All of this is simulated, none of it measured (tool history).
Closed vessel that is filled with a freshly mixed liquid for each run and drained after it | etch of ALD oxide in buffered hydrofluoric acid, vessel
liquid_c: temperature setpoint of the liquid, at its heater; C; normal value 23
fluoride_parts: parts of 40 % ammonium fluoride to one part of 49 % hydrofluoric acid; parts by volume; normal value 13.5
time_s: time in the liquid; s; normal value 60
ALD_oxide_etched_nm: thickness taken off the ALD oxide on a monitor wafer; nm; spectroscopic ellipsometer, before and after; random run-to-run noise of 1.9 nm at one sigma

run     day  liquid_c  fluoride_parts  time_s  read-back film thickness of the ALD oxide reference wafer, read on the same gauge (nm)  ALD_oxide_etched_nm
  1       0        23            13.5      60                                                                                      70               209.11
  2   1.512        23            10.5      60                                                                                   70.01               266.26
  3   3.325        23            13.5      60                                                                                   70.01               213.44
  4   4.833      19.5            13.5      60                                                                                   70.03               172.61
  5   7.088      19.5            13.5      60                                                                                      70               171.64
  6  11.592      20.5            13.5      60                                                                                   70.01               184.43
  7  13.833      20.5            13.5      60                                                                                   69.98               185.32
  8  15.788      20.5            13.5      60                                                                                   70.02               182.82
  9  18.033        23            13.5      60                                                                                      70               214.48
 10  19.654        23            13.5      70                                                                                   70.01               252.78

Run 11 comes next. What will it give?
 11  22.238        23            13.5      60                                                                                       ?                    ?

read-back film thickness of the ALD oxide reference wafer, read on the same gauge (nm): 69.97
ALD_oxide_etched_nm: 218.3 nm
The same run, on a tool lacking any hidden state, would have yielded ALD_oxide_etched_nm 192.46 nm.
